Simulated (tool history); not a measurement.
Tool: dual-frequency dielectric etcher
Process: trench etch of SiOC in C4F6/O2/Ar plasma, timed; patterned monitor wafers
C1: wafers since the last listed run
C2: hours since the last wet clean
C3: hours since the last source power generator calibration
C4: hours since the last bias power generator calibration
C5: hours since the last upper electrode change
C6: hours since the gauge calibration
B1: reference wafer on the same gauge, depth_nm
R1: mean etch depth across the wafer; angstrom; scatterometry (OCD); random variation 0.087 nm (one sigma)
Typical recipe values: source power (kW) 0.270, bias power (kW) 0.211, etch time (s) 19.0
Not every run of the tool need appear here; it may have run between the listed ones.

run 1 hour=0.0 | source_power_(kW)=0.270 bias_power_(kW)=0.211 etch_time_(s)=19.0 | C1=0 C2=135.6 C3=3956.5 C4=2489.0 C5=5564.7 C6=186.7 | B1=34.73 | R1=346.8
run 2 hour=12.8 | source_power_(kW)=0.270 bias_power_(kW)=0.211 etch_time_(s)=19.0 | C1=253 C2=148.4 C3=3969.3 C4=2501.8 C5=5577.5 C6=199.5 | B1=34.77 | R1=346.9
run 3 hour=43.5 | source_power_(kW)=0.270 bias_power_(kW)=0.211 etch_time_(s)=19.0 | C1=606 C2=179.1 C3=4000.0 C4=2532.5 C5=5608.2 C6=230.2 | B1=34.80 | R1=348.0
run 4 hour=63.1 | source_power_(kW)=0.270 bias_power_(kW)=0.211 etch_time_(s)=22.5 | C1=387 C2=198.7 C3=4019.6 C4=2552.1 C5=5627.8 C6=249.8 | B1=34.81 | R1=410.2
run 5 hour=77.7 | source_power_(kW)=0.270 bias_power_(kW)=0.211 etch_time_(s)=19.0 | C1=288 C2=213.3 C3=4034.2 C4=2566.7 C5=5642.4 C6=264.4 | B1=34.85 | R1=346.8
run 6 hour=110.7 | source_power_(kW)=0.270 bias_power_(kW)=0.211 etch_time_(s)=19.0 | C1=652 C2=246.3 C3=4067.2 C4=2599.7 C5=5675.4 C6=297.4 | B1=34.89 | R1=347.9
run 7 hour=140.8 | source_power_(kW)=0.270 bias_power_(kW)=0.211 etch_time_(s)=19.0 | C1=594 C2=276.4 C3=4097.3 C4=2629.8 C5=5705.5 C6=327.5 | B1=34.95 | R1=347.5
run 8 hour=163.9 | source_power_(kW)=0.270 bias_power_(kW)=0.211 etch_time_(s)=19.0 | C1=456 C2=299.5 C3=4120.4 C4=2652.9 C5=5728.6 C6=350.6 | B1=34.94 | R1=349.5
run 9 hour=184.1 | source_power_(kW)=0.270 bias_power_(kW)=0.211 etch_time_(s)=19.0 | C1=399 C2=319.7 C3=4140.6 C4=2673.1 C5=5748.8 C6=370.8 | B1=34.98 | R1=349.8
-- hour=196.1 source power generator calibrated
run 10 hour=207.9 | source_power_(kW)=0.270 bias_power_(kW)=0.211 etch_time_(s)=19.0 | C1=391 C2=343.5 C3=11.8 C4=2696.9 C5=5772.6 C6=394.6 | B1=35.00 | R1=349.3
run 11 hour=238.6 | source_power_(kW)=0.270 bias_power_(kW)=0.211 etch_time_(s)=19.0 | C1=606 C2=374.2 C3=42.5 C4=2727.6 C5=5803.3 C6=425.3 | B1=35.08 | R1=350.0
-- hour=265.8 upper electrode replaced
run 12 hour=266.3 | source_power_(kW)=0.270 bias_power_(kW)=0.211 etch_time_(s)=19.0 | C1=73 C2=401.9 C3=70.2 C4=2755.3 C5=0.5 C6=453.0 | B1=35.12 | R1=348.1
run 13 hour=280.3 | source_power_(kW)=0.270 bias_power_(kW)=0.211 etch_time_(s)=19.0 | C1=276 C2=415.9 C3=84.2 C4=2769.3 C5=14.5 C6=467.0 | B1=35.14 | R1=350.7
run 14 hour=310.9 | source_power_(kW)=0.270 bias_power_(kW)=0.211 etch_time_(s)=19.0 | C1=604 C2=446.5 C3=114.8 C4=2799.9 C5=45.1 C6=497.6 | B1=35.20 | R1=351.1
run 15 hour=327.1 | source_power_(kW)=0.240 bias_power_(kW)=0.186 etch_time_(s)=24.0 | C1=320 C2=462.7 C3=131.0 C4=2816.1 C5=61.3 C6=513.8 | B1=35.19 | R1=414.0
-- hour=335.1 bias power generator calibrated
-- hour=351.3 gauge calibrated
run 16 hour=362.3 | source_power_(kW)=0.270 bias_power_(kW)=0.254 etch_time_(s)=17.0 | C1=616 C2=497.9 C3=166.2 C4=27.2 C5=96.5 C6=11.0 | B1=34.56 | R1=317.9
run 17 hour=375.5 | source_power_(kW)=0.300 bias_power_(kW)=0.186 etch_time_(s)=21.5 | C1=260 C2=511.1 C3=179.4 C4=40.4 C5=109.7 C6=24.2 | B1=34.57 | R1=399.7
run 18 hour=398.0 | source_power_(kW)=0.300 bias_power_(kW)=0.261 etch_time_(s)=19.0 | C1=444 C2=533.6 C3=201.9 C4=62.9 C5=132.2 C6=46.7 | B1=34.61 | R1=372.1
-- hour=442.2 wet clean of the chamber
run 19 hour=442.7 | source_power_(kW)=0.270 bias_power_(kW)=0.211 etch_time_(s)=19.0 | C1=409 C2=0.5 C3=246.6 C4=107.6 C5=176.9 C6=91.4 | B1=34.67 | R1=345.4
run 20 hour=443.0 | source_power_(kW)=0.330 bias_power_(kW)=0.227 etch_time_(s)=17.0 | C1=5 C2=0.8 C3=246.9 C4=107.9 C5=177.2 C6=91.7 | B1=34.66 | R1=339.7
run 21 hour=455.3 | source_power_(kW)=0.300 bias_power_(kW)=0.235 etch_time_(s)=22.0 | C1=243 C2=13.1 C3=259.2 C4=120.2 C5=189.5 C6=104.0 | B1=34.68 | R1=425.9
run 22 hour=472.3 | source_power_(kW)=0.340 bias_power_(kW)=0.259 etch_time_(s)=19.0 | C1=336 C2=30.1 C3=276.2 C4=137.2 C5=206.5 C6=121.0 | B1=34.72 | R1=395.6
run 23 hour=494.5 | source_power_(kW)=0.270 bias_power_(kW)=0.211 etch_time_(s)=19.0 | C1=438 C2=52.3 C3=298.4 C4=159.4 C5=228.7 C6=143.2 | B1=34.73 | R1=347.0
run 24 hour=511.0 | source_power_(kW)=0.270 bias_power_(kW)=0.211 etch_time_(s)=19.0 | C1=326 C2=68.8 C3=314.9 C4=175.9 C5=245.2 C6=159.7 | B1=34.75 | R1=347.2
run 25 hour=535.3 | source_power_(kW)=0.270 bias_power_(kW)=0.211 etch_time_(s)=19.0 | C1=480 C2=93.1 C3=339.2 C4=200.2 C5=269.5 C6=184.0 | B1=34.83 | R1=347.1
run 26 hour=558.6 | source_power_(kW)=0.270 bias_power_(kW)=0.226 etch_time_(s)=23.5 | C1=460 C2=116.4 C3=362.5 C4=223.5 C5=292.8 C6=207.3 | B1=34.82 | R1=435.6
run 27 hour=586.6 | source_power_(kW)=0.270 bias_power_(kW)=0.235 etch_time_(s)=19.0 | C1=553 C2=144.4 C3=390.5 C4=251.5 C5=320.8 C6=235.3 | B1=34.85 | R1=354.1

Table of differences, measured result less the result of that run with no hidden state. Run-to-run variation is the same in both. Gauge scatter possibly is not:
What the log doesn't record here: etch rate over this chamber's usual, %; source power that arrives over what is set, %; bias power that arrives over what is set, %; gauge reads high (%).
run=1 R1=+1.4
run=2 R1=+1.7
run=3 R1=+2.1
run=4 R1=+2.8
run=5 R1=+2.6
run=6 R1=+3.0
run=7 R1=+3.4
run=8 R1=+3.7
run=9 R1=+4.0
run=10 R1=+4.4
run=11 R1=+4.7
run=12 R1=+5.1
run=13 R1=+5.3
run=14 R1=+5.7
run=15 R1=+7.0
run=16 R1=-0.5
run=17 R1=-0.4
run=18 R1=+0.0
run=19 R1=+0.7
run=20 R1=+0.7
run=21 R1=+1.0
run=22 R1=+1.2
run=23 R1=+1.3
run=24 R1=+1.6
run=25 R1=+1.9
run=26 R1=+2.9
run=27 R1=+2.7
